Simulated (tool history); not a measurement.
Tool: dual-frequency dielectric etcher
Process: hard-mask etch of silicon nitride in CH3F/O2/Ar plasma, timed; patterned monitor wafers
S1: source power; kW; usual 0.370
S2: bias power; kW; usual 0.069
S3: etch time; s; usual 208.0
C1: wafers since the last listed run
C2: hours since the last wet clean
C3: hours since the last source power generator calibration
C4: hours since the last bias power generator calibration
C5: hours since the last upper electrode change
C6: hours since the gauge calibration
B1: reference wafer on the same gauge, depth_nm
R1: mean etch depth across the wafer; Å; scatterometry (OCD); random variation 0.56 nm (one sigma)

Run 1, hour 0.0: usual settings; C1 0; C2 285.1; C3 2053.2; C4 790.1; C5 2774.7; C6 3358.1; B1 126.0. Result: R1 1393 Å.
Run 2, hour 166.7: usual settings; C1 1209; C2 451.8; C3 2219.9; C4 956.8; C5 2941.4; C6 3524.8; B1 126.0. Result: R1 1381 Å.
At hour 198.4: upper electrode replaced.
Run 3, hour 241.7: usual settings; C1 370; C2 526.8; C3 2294.9; C4 1031.8; C5 43.3; C6 3599.8; B1 126.0. Result: R1 1380 Å.
Run 4, hour 346.4: usual settings but S2 0.073 kW, S3 191.5 s; C1 759; C2 631.5; C3 2399.6; C4 1136.5; C5 148.0; C6 3704.5; B1 126.1. Result: R1 1287 Å.
Run 5, hour 406.1: usual settings but S2 0.073 kW, S3 191.5 s; C1 433; C2 691.2; C3 2459.3; C4 1196.2; C5 207.7; C6 3764.2; B1 125.9. Result: R1 1286 Å.
At hour 483.9: wet clean of the chamber.
Run 6, hour 484.4: usual settings but S3 166.0 s; C1 393; C2 0.5; C3 2537.6; C4 1274.5; C5 286.0; C6 3842.5; B1 126.1. Result: R1 1124 Å.
Run 7, hour 554.8: usual settings but S3 166.0 s; C1 510; C2 70.9; C3 2608.0; C4 1344.9; C5 356.4; C6 3912.9; B1 126.0. Result: R1 1109 Å.
At hour 631.1: bias power generator calibrated.
Run 8, hour 653.7: usual settings; C1 688; C2 169.8; C3 2706.9; C4 22.6; C5 455.3; C6 4011.8; B1 126.0. Result: R1 1392 Å.
At hour 692.4: gauge calibrated.
Run 9, hour 705.4: usual settings but S1 0.400 kW, S2 0.080 kW; C1 375; C2 221.5; C3 2758.6; C4 74.3; C5 507.0; C6 13.0; B1 126.2. Result: R1 1500 Å.
Run 10, hour 804.9: usual settings but S1 0.330 kW, S2 0.075 kW, S3 170.0 s; C1 721; C2 321.0; C3 2858.1; C4 173.8; C5 606.5; C6 112.5; B1 125.9. Result: R1 1112 Å.
Run 11, hour 897.3: usual settings; C1 670; C2 413.4; C3 2950.5; C4 266.2; C5 698.9; C6 204.9; B1 126.1. Result: R1 1380 Å.
At hour 1013.2: source power generator calibrated.
Run 12, hour 1065.2: usual settings; C1 1189; C2 581.3; C3 52.0; C4 434.1; C5 866.8; C6 372.8; B1 126.0. Result: R1 1356 Å.
Run 13, hour 1147.5: usual settings but S1 0.400 kW, S2 0.086 kW, S3 167.5 s; C1 597; C2 663.6; C3 134.3; C4 516.4; C5 949.1; C6 455.1; B1 126.1. Result: R1 1188 Å.
At hour 1206.4: wet clean of the chamber.
Run 14, hour 1233.3: usual settings; C1 448; C2 26.9; C3 220.1; C4 602.2; C5 1034.9; C6 540.9; B1 125.9. Result: R1 1394 Å.
Run 15, hour 1315.3: usual settings; C1 594; C2 108.9; C3 302.1; C4 684.2; C5 1116.9; C6 622.9; B1 125.9. Result: R1 1382 Å.
Run 16, hour 1402.5: usual settings but S1 0.410 kW; C1 632; C2 196.1; C3 389.3; C4 771.4; C5 1204.1; C6 710.1; B1 126.0. Result: R1 1457 Å.
Run 17, hour 1490.4: usual settings but S1 0.350 kW, S2 0.079 kW, S3 190.5 s; C1 637; C2 284.0; C3 477.2; C4 859.3; C5 1292.0; C6 798.0; B1 126.1. Result: R1 1278 Å.
Run 18, hour 1544.0: usual settings but S2 0.083 kW, S3 150.5 s; C1 388; C2 337.6; C3 530.8; C4 912.9; C5 1345.6; C6 851.6; B1 126.0. Result: R1 1050 Å.
Run 19, hour 1625.4: usual settings; C1 590; C2 419.0; C3 612.2; C4 994.3; C5 1427.0; C6 933.0; B1 126.0. Result: R1 1379 Å.
Run 20, hour 1709.1: usual settings but S2 0.055 kW, S3 260.0 s; C1 607; C2 502.7; C3 695.9; C4 1078.0; C5 1510.7; C6 1016.7; B1 126.2. Result: R1 1625 Å.
Run 21, hour 1798.2: usual settings but S1 0.410 kW, S2 0.081 kW, S3 254.5 s; C1 646; C2 591.8; C3 785.0; C4 1167.1; C5 1599.8; C6 1105.8; B1 126.1. Result: R1 1830 Å.
Run 22, hour 1846.8: usual settings but S2 0.056 kW; C1 352; C2 640.4; C3 833.6; C4 1215.7; C5 1648.4; C6 1154.4; B1 126.0. Result: R1 1305 Å.
Run 23, hour 1921.9: usual settings but S2 0.075 kW; C1 544; C2 715.5; C3 908.7; C4 1290.8; C5 1723.5; C6 1229.5; B1 126.1. Result: R1 1403 Å.

Forecast run 24:
At hour 1973.0: wet clean of the chamber.
Run 24, hour 1999.3: usual settings but S2 0.053 kW; C1 387; C2 26.3; C3 986.1; C4 1368.2; C5 1800.9; C6 1306.9; B1 ?. Result: R1 ?.

Run 24 gave B1 126.0, R1 1318 Å.
Without the tool's hidden state the same run would have given R1 1297 Å.
